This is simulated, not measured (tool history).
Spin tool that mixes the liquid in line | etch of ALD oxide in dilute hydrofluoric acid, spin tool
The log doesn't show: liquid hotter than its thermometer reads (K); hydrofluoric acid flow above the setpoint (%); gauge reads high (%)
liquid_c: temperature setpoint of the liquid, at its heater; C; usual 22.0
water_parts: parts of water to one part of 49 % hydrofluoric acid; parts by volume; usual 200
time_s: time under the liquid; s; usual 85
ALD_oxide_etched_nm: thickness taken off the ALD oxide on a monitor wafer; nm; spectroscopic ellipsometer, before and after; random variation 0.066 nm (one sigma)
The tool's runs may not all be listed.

run	hour	liquid_c	water_parts	time_s	wafers since the last listed run	hours since the thermometer was replaced	hours since the hydrofluoric acid flow meter was replaced	hours since the gauge calibration	read-back film thickness of the ALD oxide reference wafer, read on the same gauge (nm)	ALD_oxide_etched_nm
1	0.0	22.0	175	85	0	1937.8	1947.4	1706.7	69.99	9.20
2	50.4	22.0	175	85	332	1988.2	1997.8	1757.1	69.97	9.27
3	113.7	22.0	200	85	417	2051.5	2061.1	1820.4	69.99	7.86
4	153.8	22.0	200	85	264	2091.6	2101.2	1860.5	69.96	7.86
5	202.9	22.0	200	85	324	2140.7	2150.3	1909.6	70.00	7.86
# hour 248.2: thermometer replaced
6	254.2	22.0	200	50	332	6.0	2201.6	1960.9	69.98	4.31
7	424.5	22.0	200	50	1124	176.3	2371.9	2131.2	70.00	4.29
8	509.4	22.0	200	50	560	261.2	2456.8	2216.1	70.01	4.37
# hour 641.6: hydrofluoric acid flow meter replaced
9	784.7	22.0	160	85	1810	536.5	143.1	2491.4	70.02	9.81
10	828.4	22.0	200	85	288	580.2	186.8	2535.1	70.00	7.56
11	928.2	18.0	230	85	658	680.0	286.6	2634.9	69.97	5.57
# hour 965.1: gauge calibrated
12	1036.1	22.0	200	85	712	787.9	394.5	71.0	69.99	7.57
13	1128.2	18.0	255	125	607	880.0	486.6	163.1	70.02	7.04
14	1224.1	22.0	175	85	633	975.9	582.5	259.0	69.98	9.00
15	1275.4	22.0	250	40	338	1027.2	633.8	310.3	70.01	2.74
16	1360.2	22.0	225	85	559	1112.0	718.6	395.1	70.00	6.64
17	1425.8	17.5	270	120	433	1177.6	784.2	460.7	70.02	6.40
18	1523.4	24.5	280	85	644	1275.2	881.8	558.3	69.99	5.54
19	1570.3	22.0	200	85	309	1322.1	928.7	605.2	69.99	7.67
20	1627.8	22.0	170	85	379	1379.6	986.2	662.7	69.99	9.33

Forecast run 21:
21	1692.9	22.0	170	120	429	1444.7	1051.3	727.8	?	?

read-back film thickness of the ALD oxide reference wafer, read on the same gauge (nm): 70.00
ALD_oxide_etched_nm: 13.24 nm
Without the tool's hidden state the same run would have given ALD_oxide_etched_nm 12.27 nm.
